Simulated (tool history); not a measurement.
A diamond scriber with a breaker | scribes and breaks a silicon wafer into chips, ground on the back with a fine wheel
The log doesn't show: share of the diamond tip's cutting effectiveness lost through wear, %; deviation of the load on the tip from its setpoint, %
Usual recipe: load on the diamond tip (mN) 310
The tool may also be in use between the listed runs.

run   hour  load on the diamond tip (mN)  wafers since the last listed run  hours since the diamond tip was replaced  hours since the load on the tip was calibrated  incoming depth of the damage left on the back of the incoming wafer, um  depth of the median crack under the scribed line (um)  chips rejected at inspection after the break (%)
  1    0.0                           310                                 0                                     918.3                                          1302.0                                                                     2.92                                                  12.98                                              2.68
  2   22.0                           310                               110                                     940.3                                          1324.0                                                                     2.82                                                  13.11                                              2.50
  3   37.9                           310                                80                                     956.2                                          1339.9                                                                     2.12                                                  12.89                                              1.89
  4   52.5                           310                                73                                     970.8                                          1354.5                                                                     1.54                                                  13.02                                              1.79
  5   82.9                           310                               153                                    1001.2                                          1384.9                                                                     1.99                                                  13.36                                              1.87
  6  104.1                           310                               106                                    1022.4                                          1406.1                                                                     2.80                                                  12.74                                              2.47
  7  121.6                           310                                88                                    1039.9                                          1423.6                                                                     1.96                                                  12.94                                              1.75
  8  152.5                           284                               155                                    1070.8                                          1454.5                                                                     2.39                                                  12.40                                              2.47
  9  187.5                           310                               176                                    1105.8                                          1489.5                                                                     1.77                                                  12.97                                              1.77
 10  211.0                           310                               118                                    1129.3                                          1513.0                                                                     2.84                                                  13.31                                              2.57
 11  223.1                           375                                60                                    1141.4                                          1525.1                                                                     2.04                                                  14.54                                              4.22
 12  258.0                           375                               175                                    1176.3                                          1560.0                                                                     1.94                                                  14.78                                              3.77
     270.9  -- diamond tip replaced by a new one
 13  282.4                           375                               112                                      11.5                                          1584.4                                                                     2.02                                                  14.79                                              4.16
 14  301.2                           310                                94                                      30.3                                          1603.2                                                                     1.78                                                  13.02                                              1.71
 15  321.1                           310                               100                                      50.2                                          1623.1                                                                     2.94                                                  12.79                                              2.80
 16  337.6                           338                                83                                      66.7                                          1639.6                                                                     2.31                                                  13.45                                              2.61
     340.5  -- load on the tip recalibrated
 17  373.3                           376                               169                                     102.4                                            32.8                                                                     2.67                                                  14.23                                              4.74
 18  400.0                           310                               134                                     129.1                                            59.5                                                                     2.31                                                  12.63                                              1.99
 19  430.7                           393                               154                                     159.8                                            90.2                                                                     2.76                                                  14.69                                              5.87
 20  452.0                           392                               107                                     181.1                                           111.5                                                                     1.76                                                  14.53                                              5.80
 21  485.1                           398                               166                                     214.2                                           144.6                                                                     1.86                                                  14.95                                              6.00
 22  504.4                           310                                97                                     233.5                                           163.9                                                                     2.89                                                  12.90                                              2.33
 23  516.6                           235                                61                                     245.7                                           176.1                                                                     2.50                                                  11.02                                              7.88
 24  536.5                           285                               100                                     265.6                                           196.0                                                                     2.77                                                  12.11                                              3.02
 25  549.8                           392                                66                                     278.9                                           209.3                                                                     2.06                                                  15.03                                              5.55
 26  583.3                           232                               168                                     312.4                                           242.8                                                                     2.58                                                  11.04                                              8.11
 27  607.4                           345                               121                                     336.5                                           266.9                                                                     2.55                                                  13.78                                              2.94
 28  629.9                           397                               113                                     359.0                                           289.4                                                                     1.53                                                  15.30                                              5.77
 29  657.4                           230                               138                                     386.5                                           316.9                                                                     2.18                                                  10.92                                              8.13
 30  687.3                           375                               150                                     416.4                                           346.8                                                                     1.62                                                  14.17                                              4.42
 31  706.7                           243                                97                                     435.8                                           366.2                                                                     2.82                                                  10.87                                              6.74
 32  760.5                           249                               270                                     489.6                                           420.0                                                                     2.69                                                  11.73                                              6.02
 33  782.5                           373                               110                                     511.6                                           442.0                                                                     2.27                                                  14.60                                              4.16
 34  796.9                           269                                72                                     526.0                                           456.4                                                                     2.82                                                  11.80                                              4.11

Each row is a separate what-if for the run after 34, all from the same tool condition, not one after another. Results?
  A  797.4                           310                                 2                                     526.5                                           456.9                                                                     2.18                                                      ?                                                 ?
  B  797.4                           242                                 2                                     526.5                                           456.9                                                                     2.18                                                      ?                                                 ?
  C  797.4                           234                                 2                                     526.5                                           456.9                                                                     2.18                                                      ?                                                 ?

run  depth of the median crack under the scribed line (um)  chips rejected at inspection after the break (%)
  A                                                  12.91                                              2.12
  B                                                  11.15                                              6.78
  C                                                  10.93                                              8.04
The same runs, with their run-to-run variation unchanged, on a tool lacking any hidden condition would have given:
run  depth of the median crack under the scribed line (um)  chips rejected at inspection after the break (%)
  A                                                  12.91                                              2.12
  B                                                  11.15                                              6.78
  C                                                  10.93                                              8.04
